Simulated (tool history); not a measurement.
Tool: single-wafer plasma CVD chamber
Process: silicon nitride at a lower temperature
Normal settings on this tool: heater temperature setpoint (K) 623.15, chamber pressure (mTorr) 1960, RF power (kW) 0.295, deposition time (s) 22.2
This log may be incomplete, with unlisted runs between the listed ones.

| run | hour | heater temperature setpoint (K) | chamber pressure (mTorr) | RF power (kW) | deposition time (s) | wafers since the last listed run | hours since the last thermocouple change | hours since the last RF generator calibration | hours since the last manometer calibration | hours since the showerhead was replaced | hours since the gauge calibration | read-back reference wafer on the same gauge, thickness_nm | mean film thickness on the monitor wafer (nm) |
|---|---|---|---|---|---|---|---|---|---|---|---|---|---|
| 1 | 0 | 633.15 | 1960 | 0.295 | 22.2 | 0 | 393.5 | 290.2 | 124.4 | 4039.8 | 1055.9 | 29.289 | 26.618 |
| 2 | 43.4 | 623.15 | 1960 | 0.295 | 22.2 | 1371 | 436.9 | 333.6 | 167.8 | 4083.2 | 1099.3 | 29.335 | 26.561 |
| 3 | 121.9 | 623.15 | 1960 | 0.295 | 22.2 | 2481 | 515.4 | 412.1 | 246.3 | 4161.7 | 1177.8 | 29.32 | 26.636 |
| 4 | 189.5 | 623.15 | 2270 | 0.295 | 23.2 | 2136 | 583 | 479.7 | 313.9 | 4229.3 | 1245.4 | 29.319 | 28.99 |
| 5 | 278.8 | 623.15 | 2270 | 0.295 | 23.2 | 2822 | 672.3 | 569 | 403.2 | 4318.6 | 1334.7 | 29.299 | 28.929 |
| 6 | 340.4 | 612.15 | 1500 | 0.295 | 22.2 | 1947 | 733.9 | 630.6 | 464.8 | 4380.2 | 1396.3 | 29.303 | 25.025 |
| 7 | 444.5 | 623.15 | 1710 | 0.32 | 22.2 | 3290 | 838 | 734.7 | 568.9 | 4484.3 | 1500.4 | 29.286 | 27.838 |
| 8 | 537.4 | 623.15 | 1960 | 0.245 | 26.2 | 2936 | 930.9 | 827.6 | 661.8 | 4577.2 | 1593.3 | 29.29 | 26.343 |
| 9 | 792.8 | 623.15 | 1710 | 0.32 | 22.2 | 8073 | 1186.3 | 1083 | 917.2 | 4832.6 | 1848.7 | 29.289 | 27.692 |
| 10 | 891.9 | 637.15 | 1960 | 0.295 | 22.2 | 3132 | 1285.4 | 1182.1 | 1016.3 | 4931.7 | 1947.8 | 29.28 | 26.619 |
| 11 | 961.7 | 623.15 | 1510 | 0.295 | 21 | 2206 | 1355.2 | 1251.9 | 1086.1 | 5001.5 | 2017.6 | 29.303 | 23.752 |
| 12 | 1038.2 | 623.15 | 1960 | 0.33 | 22.2 | 2418 | 1431.7 | 1328.4 | 1162.6 | 5078 | 2094.1 | 29.303 | 29.526 |
| 13 | 1097 | 623.15 | 1960 | 0.295 | 22.2 | 1858 | 1490.5 | 1387.2 | 1221.4 | 5136.8 | 2152.9 | 29.299 | 26.578 |
| 14 | 1229.3 | 618.15 | 1960 | 0.295 | 26.3 | 4182 | 1622.8 | 1519.5 | 1353.7 | 5269.1 | 2285.2 | 29.294 | 31.572 |
|  | 1269.7 | capacitance manometer re-zeroed and calibrated |
| 15 | 1270.2 | 623.15 | 1960 | 0.295 | 22.2 | 1040 | 1663.7 | 1560.4 | 0.5 | 5310 | 2326.1 | 29.317 | 26.418 |
|  | 1314 | showerhead replaced |
| 16 | 1329.5 | 632.15 | 1960 | 0.295 | 22.2 | 1621 | 1723 | 1619.7 | 59.8 | 15.5 | 2385.4 | 29.317 | 26.241 |
| 17 | 1417.3 | 623.15 | 1960 | 0.295 | 22.2 | 2775 | 1810.8 | 1707.5 | 147.6 | 103.3 | 2473.2 | 29.295 | 26.371 |
|  | 1461.3 | thermocouple changed; heater temperature recalibrated |
| 18 | 1497.1 | 623.15 | 1690 | 0.295 | 22.2 | 2269 | 35.8 | 1787.3 | 227.4 | 183.1 | 2553 | 29.308 | 25.468 |
|  | 1528 | RF generator calibrated |
|  | 1554 | gauge calibrated |
| 19 | 1578.5 | 623.15 | 1960 | 0.295 | 18.9 | 2320 | 117.2 | 50.5 | 308.8 | 264.5 | 24.5 | 29.314 | 22.889 |
| 20 | 1651.5 | 623.15 | 1960 | 0.295 | 22.2 | 2307 | 190.2 | 123.5 | 381.8 | 337.5 | 97.5 | 29.299 | 26.818 |
| 21 | 1724.3 | 623.15 | 1960 | 0.295 | 22.2 | 2301 | 263 | 196.3 | 454.6 | 410.3 | 170.3 | 29.306 | 26.827 |
| 22 | 1766.4 | 623.15 | 1960 | 0.295 | 22.2 | 1330 | 305.1 | 238.4 | 496.7 | 452.4 | 212.4 | 29.283 | 26.727 |
| 23 | 1867.3 | 632.15 | 2400 | 0.28 | 22.2 | 3189 | 406 | 339.3 | 597.6 | 553.3 | 313.3 | 29.318 | 26.612 |
| 24 | 1907.5 | 623.15 | 1960 | 0.295 | 22.2 | 1270 | 446.2 | 379.5 | 637.8 | 593.5 | 353.5 | 29.284 | 26.76 |
| 25 | 2008.6 | 623.15 | 1960 | 0.295 | 26 | 3195 | 547.3 | 480.6 | 738.9 | 694.6 | 454.6 | 29.3 | 31.436 |
| 26 | 2103 | 629.15 | 1470 | 0.315 | 25.9 | 2984 | 641.7 | 575 | 833.3 | 789 | 549 | 29.285 | 30.797 |
| 27 | 2176.6 | 623.15 | 1960 | 0.295 | 22.2 | 2326 | 715.3 | 648.6 | 906.9 | 862.6 | 622.6 | 29.316 | 26.827 |
| 28 | 2279.4 | 637.15 | 1960 | 0.25 | 22.2 | 3249 | 818.1 | 751.4 | 1009.7 | 965.4 | 725.4 | 29.285 | 22.798 |

Here are 4 independent what-if runs from the current tool condition. What would each one return?
| A | 2279.8 | 623.15 | 1960 | 0.295 | 19.7 | 12 | 818.5 | 751.8 | 1010.1 | 965.8 | 725.8 | ? | ? |
| B | 2279.8 | 635.15 | 2160 | 0.295 | 22.2 | 12 | 818.5 | 751.8 | 1010.1 | 965.8 | 725.8 | ? | ? |
| C | 2279.8 | 611.15 | 1960 | 0.295 | 22.2 | 12 | 818.5 | 751.8 | 1010.1 | 965.8 | 725.8 | ? | ? |
| D | 2279.8 | 612.15 | 1960 | 0.26 | 19.9 | 12 | 818.5 | 751.8 | 1010.1 | 965.8 | 725.8 | ? | ? |

| run | read-back reference wafer on the same gauge, thickness_nm | mean film thickness on the monitor wafer (nm) |
|---|---|---|
| A | 29.303 | 23.907 |
| B | 29.303 | 27.395 |
| C | 29.303 | 27.07 |
| D | 29.303 | 21.499 |
Take away the tool's hidden state, keep each run's random variation, and the runs would have read:
| run | mean film thickness on the monitor wafer (nm) |
|---|---|
| A | 23.891 |
| B | 27.377 |
| C | 27.051 |
| D | 21.493 |
